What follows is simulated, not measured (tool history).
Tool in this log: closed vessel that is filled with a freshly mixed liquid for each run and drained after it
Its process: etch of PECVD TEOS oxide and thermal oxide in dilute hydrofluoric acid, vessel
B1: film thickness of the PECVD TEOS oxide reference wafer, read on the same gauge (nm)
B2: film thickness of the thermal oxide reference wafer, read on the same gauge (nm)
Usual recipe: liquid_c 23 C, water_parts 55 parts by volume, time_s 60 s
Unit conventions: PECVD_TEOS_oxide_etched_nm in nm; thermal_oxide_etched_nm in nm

{"run": 1, "hour": 0.0, "liquid_c": 23, "water_parts": 55, "time_s": 60, "B1": 89.99, "B2": 139.98, "PECVD_TEOS_oxide_etched_nm": 28.62, "thermal_oxide_etched_nm": 4.9}
{"run": 2, "hour": 15.9, "liquid_c": 23, "water_parts": 55, "time_s": 60, "B1": 90, "B2": 140.01, "PECVD_TEOS_oxide_etched_nm": 28.6, "thermal_oxide_etched_nm": 4.88}
{"run": 3, "hour": 32.1, "liquid_c": 21, "water_parts": 55, "time_s": 60, "B1": 90, "B2": 140, "PECVD_TEOS_oxide_etched_nm": 26.42, "thermal_oxide_etched_nm": 4.49}
{"run": 4, "hour": 67.2, "liquid_c": 21, "water_parts": 55, "time_s": 60, "B1": 89.99, "B2": 139.96, "PECVD_TEOS_oxide_etched_nm": 26.4, "thermal_oxide_etched_nm": 4.47}
{"hour": 81.0, "done": "gauge calibrated"}
{"run": 5, "hour": 87.9, "liquid_c": 21, "water_parts": 55, "time_s": 60, "B1": 89.99, "B2": 140.02, "PECVD_TEOS_oxide_etched_nm": 26.45, "thermal_oxide_etched_nm": 4.48}
{"run": 6, "hour": 112.0, "liquid_c": 23, "water_parts": 55, "time_s": 60, "B1": 89.99, "B2": 140.02, "PECVD_TEOS_oxide_etched_nm": 28.88, "thermal_oxide_etched_nm": 4.9}
{"run": 7, "hour": 127.8, "liquid_c": 23, "water_parts": 55, "time_s": 60, "B1": 90, "B2": 140.03, "PECVD_TEOS_oxide_etched_nm": 28.82, "thermal_oxide_etched_nm": 4.91}
{"run": 8, "hour": 173.5, "liquid_c": 23, "water_parts": 55, "time_s": 60, "B1": 90.03, "B2": 140.02, "PECVD_TEOS_oxide_etched_nm": 28.8, "thermal_oxide_etched_nm": 4.9}
{"hour": 215.5, "done": "thermometer replaced"}
{"run": 9, "hour": 244.7, "liquid_c": 23, "water_parts": 65, "time_s": 60, "B1": 89.97, "B2": 140, "PECVD_TEOS_oxide_etched_nm": 23.43, "thermal_oxide_etched_nm": 4}
{"run": 10, "hour": 264.0, "liquid_c": 23, "water_parts": 75, "time_s": 60, "B1": 90.02, "B2": 139.99, "PECVD_TEOS_oxide_etched_nm": 20.05, "thermal_oxide_etched_nm": 3.42}
{"run": 11, "hour": 278.0, "liquid_c": 23, "water_parts": 55, "time_s": 60, "B1": 89.99, "B2": 139.99, "PECVD_TEOS_oxide_etched_nm": 28.2, "thermal_oxide_etched_nm": 4.83}
{"run": 12, "hour": 312.6, "liquid_c": 23, "water_parts": 55, "time_s": 60, "B1": 90.01, "B2": 140, "PECVD_TEOS_oxide_etched_nm": 28.2, "thermal_oxide_etched_nm": 4.82}
{"run": 13, "hour": 329.6, "liquid_c": 25, "water_parts": 30, "time_s": 70, "B1": 90.01, "B2": 140, "PECVD_TEOS_oxide_etched_nm": 67.53, "thermal_oxide_etched_nm": 11.45}
{"run": 14, "hour": 364.3, "liquid_c": 21.5, "water_parts": 30, "time_s": 45, "B1": 89.96, "B2": 140.01, "PECVD_TEOS_oxide_etched_nm": 37.74, "thermal_oxide_etched_nm": 6.47}
{"run": 15, "hour": 377.9, "liquid_c": 20.5, "water_parts": 25, "time_s": 70, "B1": 90.02, "B2": 140.01, "PECVD_TEOS_oxide_etched_nm": 67.77, "thermal_oxide_etched_nm": 11.45}
{"hour": 403.7, "done": "hydrofluoric acid flow meter replaced"}
{"run": 16, "hour": 463.0, "liquid_c": 18.5, "water_parts": 55, "time_s": 60, "B1": 89.99, "B2": 140.03, "PECVD_TEOS_oxide_etched_nm": 23.5, "thermal_oxide_etched_nm": 3.98}
{"run": 17, "hour": 492.1, "liquid_c": 26.5, "water_parts": 55, "time_s": 50, "B1": 89.97, "B2": 139.98, "PECVD_TEOS_oxide_etched_nm": 27.25, "thermal_oxide_etched_nm": 4.64}
{"run": 18, "hour": 527.2, "liquid_c": 23, "water_parts": 55, "time_s": 60, "B1": 90.03, "B2": 140.02, "PECVD_TEOS_oxide_etched_nm": 28.33, "thermal_oxide_etched_nm": 4.86}
{"run": 19, "hour": 556.0, "liquid_c": 23, "water_parts": 30, "time_s": 90, "B1": 89.99, "B2": 139.97, "PECVD_TEOS_oxide_etched_nm": 80.57, "thermal_oxide_etched_nm": 13.5}
{"hour": 588.6, "done": "gauge calibrated"}
{"run": 20, "hour": 592.2, "liquid_c": 24.5, "water_parts": 35, "time_s": 85, "B1": 90.02, "B2": 140, "PECVD_TEOS_oxide_etched_nm": 68.38, "thermal_oxide_etched_nm": 11.66}
{"run": 21, "hour": 621.5, "liquid_c": 26, "water_parts": 80, "time_s": 90, "B1": 90.01, "B2": 139.99, "PECVD_TEOS_oxide_etched_nm": 31.91, "thermal_oxide_etched_nm": 5.43}
{"run": 22, "hour": 656.2, "liquid_c": 23, "water_parts": 70, "time_s": 45, "B1": 90, "B2": 139.98, "PECVD_TEOS_oxide_etched_nm": 16.31, "thermal_oxide_etched_nm": 2.76}

Run 23 comes next. What will it give?
{"run": 23, "hour": 680.5, "liquid_c": 23, "water_parts": 30, "time_s": 45, "B1": "?", "B2": "?", "PECVD_TEOS_oxide_etched_nm": "?", "thermal_oxide_etched_nm": "?"}

B1: 89.99
B2: 140
PECVD_TEOS_oxide_etched_nm: 40.19 nm
thermal_oxide_etched_nm: 6.75 nm
Take away the tool's hidden state, keep the run-to-run variation as it was, and the same run would have given PECVD_TEOS_oxide_etched_nm 39.82 nm, thermal_oxide_etched_nm 6.69 nm.
